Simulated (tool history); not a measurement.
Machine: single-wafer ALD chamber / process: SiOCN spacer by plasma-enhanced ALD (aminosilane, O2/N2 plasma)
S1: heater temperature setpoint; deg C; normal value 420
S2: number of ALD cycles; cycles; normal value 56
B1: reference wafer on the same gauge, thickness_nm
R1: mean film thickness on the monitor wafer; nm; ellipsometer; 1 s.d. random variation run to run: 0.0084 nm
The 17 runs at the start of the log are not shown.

| run | hour | S1 | S2 | B1 | R1 |
|---|---|---|---|---|---|
| 18 | 612 | 411 | 56 | 3.431 | 3.487 |
| 19 | 626.7 | 420 | 56 | 3.43 | 3.388 |
|  | 633.1 | gauge calibrated |
| 20 | 720.7 | 429 | 67 | 3.434 | 3.92 |
| 21 | 741.2 | 415 | 56 | 3.427 | 3.438 |
| 22 | 765 | 420 | 56 | 3.431 | 3.389 |
| 23 | 783.9 | 420 | 56 | 3.43 | 3.37 |
| 24 | 818.9 | 412 | 60 | 3.429 | 3.72 |
| 25 | 853.9 | 424 | 61 | 3.43 | 3.64 |
| 26 | 885.7 | 412 | 51 | 3.431 | 3.175 |
| 27 | 910.4 | 410 | 60 | 3.432 | 3.765 |
| 28 | 943.6 | 410 | 61 | 3.429 | 3.806 |
| 29 | 970.2 | 420 | 56 | 3.429 | 3.395 |
| 30 | 985.5 | 413 | 51 | 3.428 | 3.159 |
| 31 | 999.3 | 429 | 52 | 3.427 | 3.043 |
| 32 | 1023.6 | 416 | 65 | 3.431 | 4.001 |
| 33 | 1056.2 | 410 | 67 | 3.429 | 4.205 |
| 34 | 1072.1 | 427 | 64 | 3.43 | 3.759 |
| 35 | 1092.8 | 430 | 63 | 3.43 | 3.663 |
| 36 | 1117.6 | 416 | 56 | 3.43 | 3.441 |
| 37 | 1153.3 | 415 | 56 | 3.43 | 3.438 |
| 38 | 1168.8 | 407 | 48 | 3.431 | 3.036 |

Forecast each of these 4 alternatives for the next run:
| A | 1169.3 | 420 | 56 | ? | ? |
| B | 1169.3 | 413 | 45 | ? | ? |
| C | 1169.3 | 426 | 46 | ? | ? |
| D | 1169.3 | 432 | 51 | ? | ? |

| run | B1 | R1 |
|---|---|---|
| A | 3.431 | 3.381 |
| B | 3.431 | 2.786 |
| C | 3.431 | 2.718 |
| D | 3.431 | 2.946 |
The same runs, with their run-to-run variation unchanged, on a tool lacking any hidden condition would have given:
| run | R1 |
|---|---|
| A | 3.366 |
| B | 2.774 |
| C | 2.705 |
| D | 2.933 |

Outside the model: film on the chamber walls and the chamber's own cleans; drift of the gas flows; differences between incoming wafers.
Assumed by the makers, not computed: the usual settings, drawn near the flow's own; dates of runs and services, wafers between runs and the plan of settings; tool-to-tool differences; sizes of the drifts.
